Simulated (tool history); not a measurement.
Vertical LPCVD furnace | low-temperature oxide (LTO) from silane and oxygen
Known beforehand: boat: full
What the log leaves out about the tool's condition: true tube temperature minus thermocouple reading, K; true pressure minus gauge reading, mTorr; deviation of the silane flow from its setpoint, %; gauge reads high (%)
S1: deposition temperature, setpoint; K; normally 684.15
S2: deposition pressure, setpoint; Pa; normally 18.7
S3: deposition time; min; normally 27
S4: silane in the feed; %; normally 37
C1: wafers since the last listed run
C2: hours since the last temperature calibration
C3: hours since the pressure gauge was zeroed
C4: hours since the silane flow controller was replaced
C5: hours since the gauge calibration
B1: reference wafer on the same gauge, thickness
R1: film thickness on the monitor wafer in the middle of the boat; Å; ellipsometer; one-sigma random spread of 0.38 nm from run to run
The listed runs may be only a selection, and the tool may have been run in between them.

run    hour      S1    S2    S3  S4    C1      C2      C3      C4      C5      B1      R1
  1       0  676.15  18.7    27  37     0  1129.4  3061.3  1966.1   521.7  182.13  1413.4
  2    62.5  676.15  18.7    27  37   850  1191.9  3123.8  2028.6   584.2  182.08  1422.5
  3   155.9  684.15  18.7    27  37  1270  1285.3  3217.2    2122   677.6  182.03  1548.6
  4   216.9  684.15  18.7    27  37   829  1346.3  3278.2    2183   738.6  182.06  1556.1
  5   295.6  684.15  18.7    27  37  1070    1425  3356.9  2261.7   817.3  181.97  1548.8
  6   372.2  684.15  18.7    27  37  1042  1501.6  3433.5  2338.3   893.9  182.01  1554.6
  7   430.7  684.15  18.7    27  37   795  1560.1    3492  2396.8   952.4  182.12  1554.3
  8     517  684.15  18.7    33  37  1174  1646.4  3578.3  2483.1  1038.7  181.92  1903.9
  9   613.7  684.15  18.7    33  37  1315  1743.1    3675  2579.8  1135.4  182.07  1907.2
 10     794  684.15  18.7    33  37  2453  1923.4  3855.3  2760.1  1315.7  181.99  1918.4
 11     900  684.15  18.7    27  37  1442  2029.4  3961.3  2866.1  1421.7  182.05  1563.9
 12   981.7  684.15  18.7    27  37  1111  2111.1    4043  2947.8  1503.4  182.03    1564
 13  1042.4  684.15  18.7    27  37   825  2171.8  4103.7  3008.5  1564.1  181.94  1563.1
 14  1092.5  688.15  18.7    27  37   681  2221.9  4153.8  3058.6  1614.2  182.04  1635.4
 15  1193.1  684.15  18.7    27  37  1368  2322.5  4254.4  3159.2  1714.8  181.99  1566.1
 16  1241.7  684.15  18.7    27  37   661  2371.1    4303  3207.8  1763.4  181.93  1561.5
     1277.4  -- thermocouples replaced and temperature profile calibrated
 17  1348.1  684.15  20.7    27  32  1121    70.7  4409.4  3314.2  1869.8  181.95  1429.1
 18  1399.6  693.15  18.7    27  37   700   122.2  4460.9  3365.7  1921.3  181.98  1723.5
 19  1500.4  684.15  15.3    27  30  1371     223  4561.7  3466.5  2022.1  181.87   984.4
     1581.6  -- pressure gauge zeroed
 20  1582.1  673.15  18.7    27  37   785   304.7     0.5  3548.2  2103.8  182.02  1343.9
     1602.6  -- gauge calibrated
 21  1621.2  684.15  18.7    27  37   531   343.8    39.6  3587.3    18.6  181.99  1517.8
     1654.3  -- silane flow controller replaced
 22    1692  690.15  21.3  30.5  37   636   414.6   110.4    37.7    89.4  182.04  2086.6
 23  1770.5  684.15  18.7    27  37  1068   493.1   188.9   116.2   167.9  182.04  1524.9
 24  1853.7  678.15  16.7    20  34  1132   576.3   272.1   199.4   251.1  182.05   838.5
 25  1934.8  684.15  18.7    27  37  1103   657.4   353.2   280.5   332.2     182  1524.9
 26    2022  684.15  18.7    27  37  1186   744.6   440.4   367.7   419.4  182.13  1519.8
 27  2098.6  684.15    14    27  39  1042   821.2     517   444.3     496  181.98  1215.5

Branching from run 27: 5 alternative next runs. What would each branch give?
  A  2103.4  684.15  18.7    27  37  65  826  521.8  449.1  500.8   ?   ?
  B  2103.4  684.15  20.7    27  33  65  826  521.8  449.1  500.8   ?   ?
  C  2103.4  684.15  14.7    31  44  65  826  521.8  449.1  500.8   ?   ?
  D  2103.4  684.15  18.7    27  34  65  826  521.8  449.1  500.8   ?   ?
  E  2103.4  677.15  18.7  30.5  40  65  826  521.8  449.1  500.8   ?   ?

run      B1      R1
  A  181.97    1518
  B  181.97  1448.1
  C  181.97  1667.4
  D  181.97  1361.3
  E  181.97    1747
Had the tool no hidden state, the same runs would have come out as:
run      R1
  A  1520.2
  B    1450
  C  1670.5
  D  1363.3
  E  1749.6

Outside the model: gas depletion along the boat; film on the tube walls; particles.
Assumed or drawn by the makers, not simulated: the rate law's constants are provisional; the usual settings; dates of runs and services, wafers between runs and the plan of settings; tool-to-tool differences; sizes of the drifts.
